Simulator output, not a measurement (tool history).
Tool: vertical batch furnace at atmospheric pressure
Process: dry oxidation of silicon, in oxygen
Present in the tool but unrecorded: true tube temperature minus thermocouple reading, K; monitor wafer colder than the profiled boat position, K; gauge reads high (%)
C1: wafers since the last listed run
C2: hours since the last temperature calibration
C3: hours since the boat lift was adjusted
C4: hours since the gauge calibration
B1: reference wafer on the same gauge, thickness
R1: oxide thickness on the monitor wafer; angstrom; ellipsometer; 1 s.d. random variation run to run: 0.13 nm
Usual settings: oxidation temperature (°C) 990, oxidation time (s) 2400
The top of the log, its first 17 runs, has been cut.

{"run": 18, "hour": 210.5, "oxidation temperature (°C)": 990, "oxidation time (s)": 2400, "C1": 248, "C2": 3851.8, "C3": 5795.1, "C4": 60.0, "B1": 27.91, "R1": 293.9}
{"run": 19, "hour": 220.2, "oxidation temperature (°C)": 990, "oxidation time (s)": 2400, "C1": 153, "C2": 3861.5, "C3": 5804.8, "C4": 69.7, "B1": 27.88, "R1": 296.3}
{"run": 20, "hour": 229.4, "oxidation temperature (°C)": 990, "oxidation time (s)": 3300, "C1": 145, "C2": 3870.7, "C3": 5814.0, "C4": 78.9, "B1": 27.91, "R1": 360.2}
{"run": 21, "hour": 238.3, "oxidation temperature (°C)": 970, "oxidation time (s)": 2730, "C1": 140, "C2": 3879.6, "C3": 5822.9, "C4": 87.8, "B1": 27.9, "R1": 270.9}
{"run": 22, "hour": 248.7, "oxidation temperature (°C)": 1008, "oxidation time (s)": 1470, "C1": 164, "C2": 3890.0, "C3": 5833.3, "C4": 98.2, "B1": 27.9, "R1": 264.6}
{"run": 23, "hour": 265.8, "oxidation temperature (°C)": 975, "oxidation time (s)": 1530, "C1": 270, "C2": 3907.1, "C3": 5850.4, "C4": 115.3, "B1": 27.9, "R1": 198.2}
{"run": 24, "hour": 274.6, "oxidation temperature (°C)": 983, "oxidation time (s)": 1470, "C1": 139, "C2": 3915.9, "C3": 5859.2, "C4": 124.1, "B1": 27.9, "R1": 205.2}
{"run": 25, "hour": 284.4, "oxidation temperature (°C)": 990, "oxidation time (s)": 3480, "C1": 155, "C2": 3925.7, "C3": 5869.0, "C4": 133.9, "B1": 27.91, "R1": 373.9}
{"run": 26, "hour": 296.1, "oxidation temperature (°C)": 972, "oxidation time (s)": 2940, "C1": 185, "C2": 3937.4, "C3": 5880.7, "C4": 145.6, "B1": 27.91, "R1": 286.6}
{"run": 27, "hour": 312.4, "oxidation temperature (°C)": 1008, "oxidation time (s)": 3540, "C1": 257, "C2": 3953.7, "C3": 5897.0, "C4": 161.9, "B1": 27.91, "R1": 450.7}
{"run": 28, "hour": 326.7, "oxidation temperature (°C)": 990, "oxidation time (s)": 2400, "C1": 226, "C2": 3968.0, "C3": 5911.3, "C4": 176.2, "B1": 27.91, "R1": 298.2}
{"run": 29, "hour": 334.4, "oxidation temperature (°C)": 990, "oxidation time (s)": 2400, "C1": 121, "C2": 3975.7, "C3": 5919.0, "C4": 183.9, "B1": 27.91, "R1": 295.5}
{"run": 30, "hour": 344.2, "oxidation temperature (°C)": 974, "oxidation time (s)": 3450, "C1": 155, "C2": 3985.5, "C3": 5928.8, "C4": 193.7, "B1": 27.92, "R1": 322.3}
{"hour": 377.7, "done": "boat lift adjusted"}
{"hour": 377.8, "done": "thermocouples replaced and temperature profile calibrated"}
{"run": 31, "hour": 378.2, "oxidation temperature (°C)": 990, "oxidation time (s)": 2400, "C1": 156, "C2": 0.4, "C3": 0.5, "C4": 227.7, "B1": 27.9, "R1": 294.8}
{"run": 32, "hour": 382.2, "oxidation temperature (°C)": 990, "oxidation time (s)": 2730, "C1": 63, "C2": 4.4, "C3": 4.5, "C4": 231.7, "B1": 27.88, "R1": 316.1}
{"run": 33, "hour": 386.1, "oxidation temperature (°C)": 990, "oxidation time (s)": 2400, "C1": 61, "C2": 8.3, "C3": 8.4, "C4": 235.6, "B1": 27.91, "R1": 294.7}
{"run": 34, "hour": 390.1, "oxidation temperature (°C)": 972, "oxidation time (s)": 1470, "C1": 63, "C2": 12.3, "C3": 12.4, "C4": 239.6, "B1": 27.92, "R1": 186.6}
{"run": 35, "hour": 408.4, "oxidation temperature (°C)": 972, "oxidation time (s)": 3420, "C1": 289, "C2": 30.6, "C3": 30.7, "C4": 257.9, "B1": 27.88, "R1": 316.0}
{"run": 36, "hour": 419.3, "oxidation temperature (°C)": 1001, "oxidation time (s)": 2400, "C1": 172, "C2": 41.5, "C3": 41.6, "C4": 268.8, "B1": 27.9, "R1": 331.8}
{"hour": 421.4, "done": "gauge calibrated"}
{"run": 37, "hour": 459.6, "oxidation temperature (°C)": 1002, "oxidation time (s)": 1620, "C1": 637, "C2": 81.8, "C3": 81.9, "C4": 38.2, "B1": 27.92, "R1": 266.5}
{"run": 38, "hour": 469.8, "oxidation temperature (°C)": 971, "oxidation time (s)": 2400, "C1": 161, "C2": 92.0, "C3": 92.1, "C4": 48.4, "B1": 27.91, "R1": 253.4}
{"run": 39, "hour": 481.4, "oxidation temperature (°C)": 966, "oxidation time (s)": 3150, "C1": 183, "C2": 103.6, "C3": 103.7, "C4": 60.0, "B1": 27.91, "R1": 285.9}

Alternative continuations, all from the tool just after run 39; predict every row:
{"run": "A", "hour": 485.5, "oxidation temperature (°C)": 990, "oxidation time (s)": 2400, "C1": 64, "C2": 107.7, "C3": 107.8, "C4": 64.1, "B1": "?", "R1": "?"}
{"run": "B", "hour": 485.5, "oxidation temperature (°C)": 966, "oxidation time (s)": 1710, "C1": 64, "C2": 107.7, "C3": 107.8, "C4": 64.1, "B1": "?", "R1": "?"}
{"run": "C", "hour": 485.5, "oxidation temperature (°C)": 990, "oxidation time (s)": 3090, "C1": 64, "C2": 107.7, "C3": 107.8, "C4": 64.1, "B1": "?", "R1": "?"}

run=A B1=27.91 R1=297.5
run=B B1=27.91 R1=198.1
run=C B1=27.91 R1=347.6
What these runs would have given with no unlogged condition in the tool:
run=A R1=297.5
run=B R1=198.1
run=C R1=347.6
